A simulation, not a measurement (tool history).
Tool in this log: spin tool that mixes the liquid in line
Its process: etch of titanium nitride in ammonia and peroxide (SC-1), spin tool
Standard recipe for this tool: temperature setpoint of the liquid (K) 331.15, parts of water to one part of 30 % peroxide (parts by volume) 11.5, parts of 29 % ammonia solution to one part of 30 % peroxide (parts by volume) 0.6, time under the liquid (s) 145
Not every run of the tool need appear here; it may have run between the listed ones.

run,hour,temperature setpoint of the liquid (K),parts of water to one part of 30 % peroxide (parts by volume),parts of 29 % ammonia solution to one part of 30 % peroxide (parts by volume),time under the liquid (s),"read-back film thickness of the titanium nitride reference wafer, read on the same gauge (nm)",thickness taken off the titanium nitride on a monitor wafer (Å)
1,0,331.15,11.5,0.6,145,70,202.6
2,23.2,331.15,11.5,0.6,145,70,203.1
# hour 51.1: heated supply line repaired
3,58.3,335.15,8.5,0.6,145,70,325.1
4,90.2,335.15,8.5,0.6,145,70.01,325
5,120.4,335.15,8.5,0.6,145,70.02,327.1
# hour 142.8: gauge calibrated
6,151.7,331.15,8,0.6,145,70.01,257.3
7,169.6,339.15,16,0.6,145,70.03,299.3
8,192.3,321.15,15,0.4,95,70,57.3
9,224.2,323.15,11.5,0.6,180,69.99,153.2
10,236.7,331.15,11.5,0.6,145,69.99,212.8
# hour 247: ammonia flow meter replaced
11,251.6,333.65,17,0.75,80,69.97,117.4
12,284.2,331.15,11.5,0.45,145,69.97,201.9
13,298.8,328.65,11.5,0.75,145,70,188.6
14,331.4,331.15,11.5,0.6,105,70.02,154
15,351.4,331.15,11.5,0.3,145,69.99,185.9
16,369.5,327.65,11.5,0.6,145,70.02,168.5
17,401.6,331.15,11.5,0.6,220,70.01,322.7
18,427.8,331.15,11.5,0.85,145,70.01,225.8
19,462.7,335.15,8.5,0.6,145,70.02,324.5
20,504.4,331.15,11.5,0.85,145,69.98,223.7
21,531.4,331.15,11.5,0.6,145,70,210.7
22,562.7,323.65,14,0.35,100,69.97,71.6
23,575,335.15,11.5,0.6,65,69.99,124.4

Below are 5 alternative next runs, each starting from the tool's condition after run 23. Predict each:
A,575.5,331.15,11.5,0.6,115,?,?
B,575.5,323.15,6.5,0.75,175,?,?
C,575.5,331.15,5.5,0.4,195,?,?
D,575.5,340.15,11.5,0.6,145,?,?
E,575.5,335.15,16,0.3,100,?,?

run,"read-back film thickness of the titanium nitride reference wafer, read on the same gauge (nm)",thickness taken off the titanium nitride on a monitor wafer (Å)
A,69.97,167.4
B,69.97,203.9
C,69.97,384.6
D,69.97,377.8
E,69.97,139.5
Stripped of hidden state, with their random variation kept, the same runs would have yielded:
run,thickness taken off the titanium nitride on a monitor wafer (Å)
A,169.8
B,206.9
C,390
D,382.8
E,141.4

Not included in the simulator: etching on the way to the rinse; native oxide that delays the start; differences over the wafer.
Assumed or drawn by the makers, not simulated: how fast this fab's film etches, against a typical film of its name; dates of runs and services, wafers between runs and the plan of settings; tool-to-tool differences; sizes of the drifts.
